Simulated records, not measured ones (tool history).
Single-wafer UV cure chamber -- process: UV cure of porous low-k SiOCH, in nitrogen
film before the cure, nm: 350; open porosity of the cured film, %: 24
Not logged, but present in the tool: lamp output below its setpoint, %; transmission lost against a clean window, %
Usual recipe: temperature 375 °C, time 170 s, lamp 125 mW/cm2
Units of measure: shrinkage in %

| run | hour | temperature | time | lamp | wafers since the last listed run | hours since the UV bulbs were replaced | wafers since the quartz window was cleaned | shrinkage |
|---|---|---|---|---|---|---|---|---|
| 1 | 0.0 | 375 | 150 | 99 | 0 | 1349.8 | 646 | 8.613 |
| 2 | 14.3 | 375 | 170 | 125 | 64 | 1364.1 | 711 | 10.453 |
| 3 | 26.4 | 375 | 170 | 125 | 54 | 1376.2 | 765 | 10.346 |
| 4 | 38.8 | 375 | 170 | 125 | 56 | 1388.6 | 822 | 10.447 |
| 5 | 51.7 | 375 | 215 | 125 | 58 | 1401.5 | 880 | 11.629 |
| 6 | 68.9 | 375 | 215 | 125 | 77 | 1418.7 | 958 | 11.472 |
| 7 | 75.8 | 375 | 215 | 125 | 31 | 1425.6 | 989 | 11.188 |
| 8 | 87.0 | 375 | 170 | 125 | 50 | 1436.8 | 1040 | 10.195 |
| 9 | 100.4 | 375 | 170 | 125 | 60 | 1450.2 | 1100 | 10.223 |
| 10 | 107.1 | 375 | 145 | 125 | 30 | 1456.9 | 1131 | 9.478 |
| 11 | 124.4 | 375 | 145 | 125 | 78 | 1474.2 | 1209 | 9.439 |
| 12 | 131.9 | 375 | 145 | 125 | 33 | 1481.7 | 1243 | 9.539 |
| 13 | 143.2 | 375 | 170 | 125 | 51 | 1493.0 | 1294 | 10.268 |
| 14 | 158.3 | 375 | 170 | 125 | 68 | 1508.1 | 1362 | 10.328 |
| 15 | 166.9 | 375 | 170 | 125 | 38 | 1516.7 | 1401 | 10.290 |
| 16 | 178.0 | 384 | 170 | 125 | 50 | 1527.8 | 1452 | 10.481 |
| 17 | 189.5 | 384 | 170 | 125 | 52 | 1539.3 | 1504 | 10.465 |
| 18 | 209.4 | 375 | 170 | 125 | 90 | 1559.2 | 1594 | 10.148 |
|  | 222.7 | UV bulbs replaced |
| 19 | 223.2 | 375 | 170 | 125 | 26 | 0.5 | 1620 | 12.248 |
| 20 | 227.2 | 375 | 115 | 125 | 18 | 4.5 | 1638 | 10.363 |
| 21 | 235.8 | 375 | 110 | 125 | 38 | 13.1 | 1677 | 10.257 |
| 22 | 250.6 | 375 | 170 | 125 | 66 | 27.9 | 1744 | 12.164 |
| 23 | 265.1 | 363 | 120 | 111 | 65 | 42.4 | 1810 | 9.785 |
| 24 | 273.5 | 375 | 145 | 125 | 38 | 50.8 | 1848 | 11.205 |
|  | 282.7 | quartz window cleaned |
| 25 | 287.4 | 375 | 170 | 125 | 26 | 64.7 | 21 | 12.125 |
| 26 | 300.3 | 375 | 170 | 125 | 58 | 77.6 | 79 | 12.159 |
| 27 | 308.3 | 375 | 260 | 125 | 36 | 85.6 | 116 | 14.401 |
| 28 | 319.5 | 366 | 170 | 125 | 50 | 96.8 | 166 | 11.909 |
| 29 | 335.8 | 375 | 215 | 125 | 73 | 113.1 | 240 | 13.101 |
| 30 | 353.8 | 368 | 125 | 143 | 81 | 131.1 | 321 | 11.180 |
| 31 | 369.9 | 375 | 170 | 125 | 72 | 147.2 | 394 | 11.909 |
| 32 | 377.5 | 392 | 80 | 148 | 34 | 154.8 | 429 | 9.387 |
| 33 | 390.5 | 369 | 170 | 125 | 58 | 167.8 | 488 | 11.713 |
| 34 | 402.8 | 375 | 150 | 99 | 55 | 180.1 | 543 | 9.973 |
| 35 | 412.7 | 369 | 260 | 125 | 44 | 190.0 | 588 | 14.031 |
| 36 | 428.2 | 385 | 125 | 111 | 70 | 205.5 | 658 | 9.898 |
| 37 | 434.4 | 367 | 170 | 93 | 28 | 211.7 | 686 | 10.278 |
| 38 | 448.7 | 375 | 170 | 125 | 64 | 226.0 | 751 | 11.701 |

5 ways to go on from here, each from the tool as it stands after run 38. What would each give?
| A | 449.2 | 375 | 170 | 125 | 2 | 226.5 | 753 | ? |
| B | 449.2 | 385 | 80 | 125 | 2 | 226.5 | 753 | ? |
| C | 449.2 | 375 | 170 | 93 | 2 | 226.5 | 753 | ? |
| D | 449.2 | 394 | 170 | 125 | 2 | 226.5 | 753 | ? |
| E | 449.2 | 388 | 170 | 125 | 2 | 226.5 | 753 | ? |

| run | shrinkage |
|---|---|
| A | 11.655 |
| B | 8.291 |
| C | 10.231 |
| D | 12.030 |
| E | 11.914 |
With no hidden state in the tool, these same runs would have given:
| run | shrinkage |
|---|---|
| A | 12.322 |
| B | 8.911 |
| C | 10.879 |
| D | 12.703 |
| E | 12.584 |
